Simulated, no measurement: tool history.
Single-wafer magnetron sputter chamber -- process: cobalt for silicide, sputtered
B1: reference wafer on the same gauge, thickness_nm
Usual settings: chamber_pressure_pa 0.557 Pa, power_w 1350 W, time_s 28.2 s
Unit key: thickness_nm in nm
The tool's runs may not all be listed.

run 1 day=0 | chamber_pressure_pa=0.423 power_w=1350 time_s=28.2 | B1=20.706 | thickness_nm=18.931
run 2 day=2.158 | chamber_pressure_pa=0.445 power_w=1350 time_s=28.2 | B1=20.704 | thickness_nm=18.655
run 3 day=6.604 | chamber_pressure_pa=0.557 power_w=1350 time_s=28.2 | B1=20.711 | thickness_nm=17.466
run 4 day=7.571 | chamber_pressure_pa=0.557 power_w=1350 time_s=28.2 | B1=20.716 | thickness_nm=17.34
run 5 day=8.083 | chamber_pressure_pa=0.462 power_w=1350 time_s=28.2 | B1=20.711 | thickness_nm=18.209
run 6 day=8.842 | chamber_pressure_pa=0.462 power_w=1350 time_s=28.2 | B1=20.712 | thickness_nm=18.181
-- day=9.738 sputter target and shields replaced
run 7 day=9.758 | chamber_pressure_pa=0.462 power_w=1350 time_s=28.2 | B1=20.698 | thickness_nm=18.797
run 8 day=10.408 | chamber_pressure_pa=0.674 power_w=1350 time_s=26.8 | B1=20.687 | thickness_nm=16.103
run 9 day=11.225 | chamber_pressure_pa=0.674 power_w=1350 time_s=26.8 | B1=20.687 | thickness_nm=16.143
-- day=12.142 magnet pack replaced, of another model than before
run 10 day=12.412 | chamber_pressure_pa=0.674 power_w=1350 time_s=26.8 | B1=20.695 | thickness_nm=16.063
run 11 day=13.125 | chamber_pressure_pa=0.557 power_w=1350 time_s=28.2 | B1=20.705 | thickness_nm=17.821
run 12 day=14.412 | chamber_pressure_pa=0.557 power_w=1350 time_s=28.2 | B1=20.69 | thickness_nm=17.781
run 13 day=15.179 | chamber_pressure_pa=0.557 power_w=1350 time_s=28.2 | B1=20.692 | thickness_nm=17.642
run 14 day=16.5 | chamber_pressure_pa=0.672 power_w=1450 time_s=28.2 | B1=20.696 | thickness_nm=17.963
run 15 day=17.438 | chamber_pressure_pa=0.672 power_w=1450 time_s=28.2 | B1=20.706 | thickness_nm=17.84
run 16 day=18.804 | chamber_pressure_pa=0.508 power_w=1350 time_s=31.8 | B1=20.68 | thickness_nm=20.101
run 17 day=19.85 | chamber_pressure_pa=0.557 power_w=1350 time_s=28.2 | B1=20.713 | thickness_nm=17.217
run 18 day=20.612 | chamber_pressure_pa=0.557 power_w=1350 time_s=26.1 | B1=20.674 | thickness_nm=16.187
-- day=21.667 gauge calibrated
run 19 day=21.946 | chamber_pressure_pa=0.709 power_w=1600 time_s=32.2 | B1=20.687 | thickness_nm=22.121
-- day=22.504 sputter target and shields replaced
run 20 day=22.871 | chamber_pressure_pa=0.396 power_w=1450 time_s=26.6 | B1=20.701 | thickness_nm=19.414
run 21 day=23.888 | chamber_pressure_pa=0.373 power_w=1000 time_s=31.2 | B1=20.699 | thickness_nm=15.713
-- day=24.238 capacitance manometer re-zeroed and calibrated
run 22 day=25.179 | chamber_pressure_pa=0.557 power_w=1650 time_s=23.7 | B1=20.679 | thickness_nm=18.118
run 23 day=25.883 | chamber_pressure_pa=0.557 power_w=1350 time_s=28.2 | B1=20.688 | thickness_nm=17.65
run 24 day=27.1 | chamber_pressure_pa=0.625 power_w=1050 time_s=24.3 | B1=20.71 | thickness_nm=11.518
run 25 day=27.967 | chamber_pressure_pa=0.557 power_w=1350 time_s=28.2 | B1=20.704 | thickness_nm=17.664
run 26 day=28.488 | chamber_pressure_pa=0.557 power_w=1350 time_s=28.2 | B1=20.721 | thickness_nm=17.628
run 27 day=29.592 | chamber_pressure_pa=0.499 power_w=1100 time_s=31.7 | B1=20.696 | thickness_nm=16.45
run 28 day=30.154 | chamber_pressure_pa=0.342 power_w=1050 time_s=32.8 | B1=20.7 | thickness_nm=17.245
run 29 day=31.208 | chamber_pressure_pa=0.627 power_w=1350 time_s=28.2 | B1=20.706 | thickness_nm=16.855
run 30 day=32.246 | chamber_pressure_pa=0.702 power_w=1350 time_s=28.2 | B1=20.71 | thickness_nm=16.509
run 31 day=33.442 | chamber_pressure_pa=0.557 power_w=1350 time_s=28.2 | B1=20.687 | thickness_nm=17.188
run 32 day=34.525 | chamber_pressure_pa=0.557 power_w=1350 time_s=28.2 | B1=20.707 | thickness_nm=17.276
-- day=35.112 sputter target and shields replaced
run 33 day=35.671 | chamber_pressure_pa=0.354 power_w=1350 time_s=28.2 | B1=20.693 | thickness_nm=19.517
run 34 day=36.746 | chamber_pressure_pa=0.557 power_w=1350 time_s=28.2 | B1=20.694 | thickness_nm=17.774
run 35 day=37.542 | chamber_pressure_pa=0.557 power_w=1350 time_s=28.2 | B1=20.707 | thickness_nm=17.803

Per-run results on a tool with no hidden state, each run keeping its own random variation:
Hidden state present: deposition rate above that of a new target (%); true argon pressure above the setpoint (%); gauge reads high (%).
run=1 thickness_nm=19.15
run=2 thickness_nm=19.001
run=3 thickness_nm=18.046
run=4 thickness_nm=17.972
run=5 thickness_nm=18.905
run=6 thickness_nm=18.923
run=7 thickness_nm=18.807
run=8 thickness_nm=16.144
run=9 thickness_nm=16.227
run=10 thickness_nm=16.207
run=11 thickness_nm=18.021
run=12 thickness_nm=18.055
run=13 thickness_nm=17.958
run=14 thickness_nm=18.362
run=15 thickness_nm=18.291
run=16 thickness_nm=20.701
run=17 thickness_nm=17.791
run=18 thickness_nm=16.768
run=19 thickness_nm=23.016
run=20 thickness_nm=19.47
run=21 thickness_nm=15.809
run=22 thickness_nm=18.303
run=23 thickness_nm=17.871
run=24 thickness_nm=11.707
run=25 thickness_nm=18.004
run=26 thickness_nm=17.997
run=27 thickness_nm=16.855
run=28 thickness_nm=17.701
run=29 thickness_nm=17.36
run=30 thickness_nm=17.061
run=31 thickness_nm=17.832
run=32 thickness_nm=17.987
run=33 thickness_nm=19.628
run=34 thickness_nm=17.936
run=35 thickness_nm=18.011
